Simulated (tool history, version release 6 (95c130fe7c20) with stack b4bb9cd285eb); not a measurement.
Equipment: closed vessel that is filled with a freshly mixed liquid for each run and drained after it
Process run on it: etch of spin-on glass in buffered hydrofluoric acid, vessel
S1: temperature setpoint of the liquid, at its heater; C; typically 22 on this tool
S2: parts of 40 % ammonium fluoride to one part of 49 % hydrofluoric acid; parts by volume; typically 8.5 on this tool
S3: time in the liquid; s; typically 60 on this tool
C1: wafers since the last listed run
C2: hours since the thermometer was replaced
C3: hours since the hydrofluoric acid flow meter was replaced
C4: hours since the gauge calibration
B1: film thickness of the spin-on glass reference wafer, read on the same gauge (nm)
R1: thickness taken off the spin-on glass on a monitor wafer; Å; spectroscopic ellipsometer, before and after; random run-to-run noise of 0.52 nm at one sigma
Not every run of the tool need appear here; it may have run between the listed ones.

run 1 hour=0 | S1=22 S2=6 S3=60 | C1=0 C2=1210.6 C3=1668.9 C4=47.1 | B1=89.99 | R1=1133.8
run 2 hour=12.2 | S1=22 S2=8.5 S3=60 | C1=1294 C2=1222.8 C3=1681.1 C4=59.3 | B1=90 | R1=797.7
run 3 hour=36.6 | S1=22 S2=8.5 S3=60 | C1=2588 C2=1247.2 C3=1705.5 C4=83.7 | B1=89.99 | R1=798.5
run 4 hour=61.4 | S1=22 S2=8.5 S3=60 | C1=2630 C2=1272 C3=1730.3 C4=108.5 | B1=90 | R1=802
run 5 hour=80.4 | S1=22 S2=8.5 S3=60 | C1=2015 C2=1291 C3=1749.3 C4=127.5 | B1=90 | R1=797.2
run 6 hour=101.3 | S1=22 S2=8.5 S3=60 | C1=2217 C2=1311.9 C3=1770.2 C4=148.4 | B1=90 | R1=799.1
run 7 hour=120.2 | S1=22 S2=8.5 S3=60 | C1=2005 C2=1330.8 C3=1789.1 C4=167.3 | B1=89.99 | R1=793.4
run 8 hour=146.1 | S1=22 S2=8.5 S3=60 | C1=2747 C2=1356.7 C3=1815 C4=193.2 | B1=89.99 | R1=788.8
run 9 hour=166.2 | S1=22 S2=8.5 S3=60 | C1=2132 C2=1376.8 C3=1835.1 C4=213.3 | B1=89.99 | R1=782
run 10 hour=195 | S1=22 S2=8.5 S3=60 | C1=3055 C2=1405.6 C3=1863.9 C4=242.1 | B1=90 | R1=783.3
run 11 hour=226.4 | S1=22 S2=8.5 S3=60 | C1=3331 C2=1437 C3=1895.3 C4=273.5 | B1=90 | R1=779.2
run 12 hour=259.3 | S1=22 S2=8.5 S3=60 | C1=3490 C2=1469.9 C3=1928.2 C4=306.4 | B1=89.99 | R1=771.7
run 13 hour=284.8 | S1=22 S2=8.5 S3=60 | C1=2705 C2=1495.4 C3=1953.7 C4=331.9 | B1=89.99 | R1=782.5
run 14 hour=306.3 | S1=22 S2=8.5 S3=60 | C1=2280 C2=1516.9 C3=1975.2 C4=353.4 | B1=90.02 | R1=779.4
run 15 hour=340.6 | S1=22 S2=8.5 S3=60 | C1=3638 C2=1551.2 C3=2009.5 C4=387.7 | B1=89.98 | R1=775.4
-- hour=342.4 thermometer replaced
run 16 hour=363.2 | S1=22 S2=5.5 S3=75 | C1=2291 C2=20.8 C3=2032.1 C4=410.3 | B1=90 | R1=1654.4
run 17 hour=377.9 | S1=20 S2=6.5 S3=95 | C1=1559 C2=35.5 C3=2046.8 C4=425 | B1=90 | R1=1609
run 18 hour=391.4 | S1=22 S2=8.5 S3=60 | C1=1432 C2=49 C3=2060.3 C4=438.5 | B1=89.99 | R1=872.3
run 19 hour=423.5 | S1=22 S2=10.5 S3=60 | C1=3405 C2=81.1 C3=2092.4 C4=470.6 | B1=90 | R1=711.2
run 20 hour=437.6 | S1=20.5 S2=10 S3=60 | C1=1495 C2=95.2 C3=2106.5 C4=484.7 | B1=90.01 | R1=693.2
run 21 hour=450.4 | S1=17.5 S2=11 S3=60 | C1=1357 C2=108 C3=2119.3 C4=497.5 | B1=90 | R1=529.3
run 22 hour=470.2 | S1=22 S2=11 S3=90 | C1=2100 C2=127.8 C3=2139.1 C4=517.3 | B1=90 | R1=1022
-- hour=501.3 gauge calibrated
run 23 hour=503.8 | S1=24 S2=12 S3=60 | C1=3564 C2=161.4 C3=2172.7 C4=2.5 | B1=90 | R1=691.5
run 24 hour=518.2 | S1=19.5 S2=8.5 S3=75 | C1=1527 C2=175.8 C3=2187.1 C4=16.9 | B1=90 | R1=935.3
run 25 hour=531.6 | S1=22 S2=8.5 S3=60 | C1=1421 C2=189.2 C3=2200.5 C4=30.3 | B1=90 | R1=853
run 26 hour=556.6 | S1=20 S2=7.5 S3=60 | C1=2652 C2=214.2 C3=2225.5 C4=55.3 | B1=90 | R1=851.4
-- hour=559.7 hydrofluoric acid flow meter replaced
run 27 hour=569.1 | S1=24.5 S2=10.5 S3=60 | C1=1219 C2=226.7 C3=9.4 C4=67.8 | B1=89.99 | R1=916.6
run 28 hour=584.2 | S1=22 S2=8.5 S3=60 | C1=1601 C2=241.8 C3=24.5 C4=82.9 | B1=90.01 | R1=950.2
run 29 hour=618.6 | S1=18 S2=7 S3=60 | C1=3649 C2=276.2 C3=58.9 C4=117.3 | B1=89.99 | R1=931.2
run 30 hour=632.5 | S1=22 S2=8.5 S3=60 | C1=1474 C2=290.1 C3=72.8 C4=131.2 | B1=90.01 | R1=940.7
run 31 hour=666.3 | S1=22 S2=8.5 S3=60 | C1=3585 C2=323.9 C3=106.6 C4=165 | B1=90.01 | R1=928.3
run 32 hour=695.1 | S1=22 S2=8.5 S3=60 | C1=3055 C2=352.7 C3=135.4 C4=193.8 | B1=90.01 | R1=936
run 33 hour=711.5 | S1=22 S2=8.5 S3=60 | C1=1739 C2=369.1 C3=151.8 C4=210.2 | B1=90 | R1=932.9

Take each entry between the runs: how does the hidden state at the last listed run before it differ from the hidden state at the first listed run after it?
After run 15, before run 16: thermometer replaced (hour 342.4)
  liquid colder than its thermometer reads (K): 2.55 -> 0.305; hydrofluoric acid flow below the setpoint (%): 11.1 -> 11.2
  difference, measured minus the result without the unlogged condition, R1: -212.8 -> -207.6 Å
After run 22, before run 23: gauge calibrated (hour 501.3)
  liquid colder than its thermometer reads (K): 0.473 -> 0.526; hydrofluoric acid flow below the setpoint (%): 11.8 -> 11.9
  difference, measured minus the result without the unlogged condition, R1: -163.5 -> -114.7 Å
After run 26, before run 27: hydrofluoric acid flow meter replaced (hour 559.7)
  liquid colder than its thermometer reads (K): 0.61 -> 0.629; hydrofluoric acid flow below the setpoint (%): 12.2 -> 0.0854
  difference, measured minus the result without the unlogged condition, R1: -162.8 -> -32.8 Å
